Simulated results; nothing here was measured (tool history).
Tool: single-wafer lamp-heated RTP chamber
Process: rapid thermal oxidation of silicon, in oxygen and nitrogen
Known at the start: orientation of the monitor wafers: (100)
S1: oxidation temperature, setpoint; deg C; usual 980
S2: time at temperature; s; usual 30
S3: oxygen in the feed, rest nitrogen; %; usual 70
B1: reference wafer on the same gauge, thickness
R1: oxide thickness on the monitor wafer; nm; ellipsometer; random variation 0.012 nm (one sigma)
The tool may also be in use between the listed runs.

{"run": 1, "hour": 0.0, "S1": 980, "S2": 30, "S3": 49, "B1": 2.723, "R1": 3.051}
{"hour": 50.6, "done": "pyrometer window cleaned and pyrometer calibrated"}
{"run": 2, "hour": 71.3, "S1": 980, "S2": 30, "S3": 70, "B1": 2.72, "R1": 3.243}
{"hour": 80.1, "done": "gauge calibrated"}
{"run": 3, "hour": 132.2, "S1": 980, "S2": 30, "S3": 70, "B1": 2.717, "R1": 3.273}
{"run": 4, "hour": 201.4, "S1": 980, "S2": 30, "S3": 70, "B1": 2.722, "R1": 3.318}
{"run": 5, "hour": 258.7, "S1": 980, "S2": 30, "S3": 70, "B1": 2.717, "R1": 3.345}
{"run": 6, "hour": 291.3, "S1": 980, "S2": 30, "S3": 70, "B1": 2.717, "R1": 3.356}
{"run": 7, "hour": 369.3, "S1": 980, "S2": 30, "S3": 70, "B1": 2.719, "R1": 3.372}
{"run": 8, "hour": 420.7, "S1": 964, "S2": 30, "S3": 70, "B1": 2.724, "R1": 3.091}
{"hour": 429.9, "done": "pyrometer window cleaned and pyrometer calibrated"}
{"run": 9, "hour": 464.2, "S1": 980, "S2": 30, "S3": 70, "B1": 2.724, "R1": 3.233}
{"run": 10, "hour": 516.4, "S1": 980, "S2": 30, "S3": 70, "B1": 2.721, "R1": 3.258}
{"run": 11, "hour": 567.1, "S1": 980, "S2": 30, "S3": 70, "B1": 2.719, "R1": 3.28}
{"run": 12, "hour": 600.3, "S1": 980, "S2": 30, "S3": 70, "B1": 2.722, "R1": 3.31}
{"run": 13, "hour": 670.2, "S1": 980, "S2": 30, "S3": 70, "B1": 2.718, "R1": 3.336}
{"hour": 679.9, "done": "oxygen flow controller replaced"}
{"run": 14, "hour": 696.2, "S1": 980, "S2": 30, "S3": 70, "B1": 2.719, "R1": 3.374}
{"run": 15, "hour": 750.3, "S1": 980, "S2": 30, "S3": 70, "B1": 2.719, "R1": 3.386}
{"hour": 814.4, "done": "pyrometer window cleaned and pyrometer calibrated"}
{"run": 16, "hour": 815.4, "S1": 980, "S2": 30, "S3": 59, "B1": 2.72, "R1": 3.098}
{"run": 17, "hour": 874.1, "S1": 980, "S2": 35, "S3": 70, "B1": 2.721, "R1": 3.482}
{"run": 18, "hour": 921.2, "S1": 996, "S2": 30, "S3": 70, "B1": 2.719, "R1": 3.661}
{"run": 19, "hour": 993.2, "S1": 988, "S2": 44, "S3": 97, "B1": 2.721, "R1": 4.535}
{"hour": 1017.3, "done": "gauge calibrated"}
{"run": 20, "hour": 1062.1, "S1": 1005, "S2": 30, "S3": 70, "B1": 2.722, "R1": 3.962}
{"hour": 1112.1, "done": "pyrometer window cleaned and pyrometer calibrated"}
{"run": 21, "hour": 1121.2, "S1": 1003, "S2": 24, "S3": 86, "B1": 2.719, "R1": 3.694}
{"run": 22, "hour": 1175.2, "S1": 995, "S2": 41, "S3": 60, "B1": 2.722, "R1": 3.899}
{"run": 23, "hour": 1324.3, "S1": 998, "S2": 43, "S3": 90, "B1": 2.722, "R1": 4.74}
{"run": 24, "hour": 1358.8, "S1": 980, "S2": 30, "S3": 70, "B1": 2.718, "R1": 3.364}
{"run": 25, "hour": 1430.6, "S1": 980, "S2": 30, "S3": 46, "B1": 2.72, "R1": 3.035}
{"hour": 1489.7, "done": "pyrometer window cleaned and pyrometer calibrated"}
{"run": 26, "hour": 1493.6, "S1": 980, "S2": 30, "S3": 70, "B1": 2.721, "R1": 3.212}
{"run": 27, "hour": 1524.8, "S1": 980, "S2": 30, "S3": 70, "B1": 2.72, "R1": 3.252}
{"run": 28, "hour": 1551.2, "S1": 980, "S2": 30, "S3": 70, "B1": 2.721, "R1": 3.253}
{"run": 29, "hour": 1620.6, "S1": 980, "S2": 30, "S3": 70, "B1": 2.72, "R1": 3.272}
{"run": 30, "hour": 1682.9, "S1": 1008, "S2": 15, "S3": 70, "B1": 2.721, "R1": 3.056}

Measured less the same run without the tool's hidden state. The same run-to-run variation is in both; the gauge's scatter may not be:
The hidden state here: true wafer temperature minus pyrometer reading, K; deviation of the oxygen flow from its setpoint, %; gauge reads high (%).
run=1 R1=+0.124
run=2 R1=+0.033
run=3 R1=+0.063
run=4 R1=+0.096
run=5 R1=+0.125
run=6 R1=+0.140
run=7 R1=+0.178
run=8 R1=+0.171
run=9 R1=+0.016
run=10 R1=+0.041
run=11 R1=+0.064
run=12 R1=+0.081
run=13 R1=+0.115
run=14 R1=+0.128
run=15 R1=+0.155
run=16 R1=+0.022
run=17 R1=+0.058
run=18 R1=+0.088
run=19 R1=+0.172
run=20 R1=+0.181
run=21 R1=+0.038
run=22 R1=+0.073
run=23 R1=+0.208
run=24 R1=+0.146
run=25 R1=+0.143
run=26 R1=+0.008
run=27 R1=+0.022
run=28 R1=+0.035
run=29 R1=+0.067
run=30 R1=+0.085
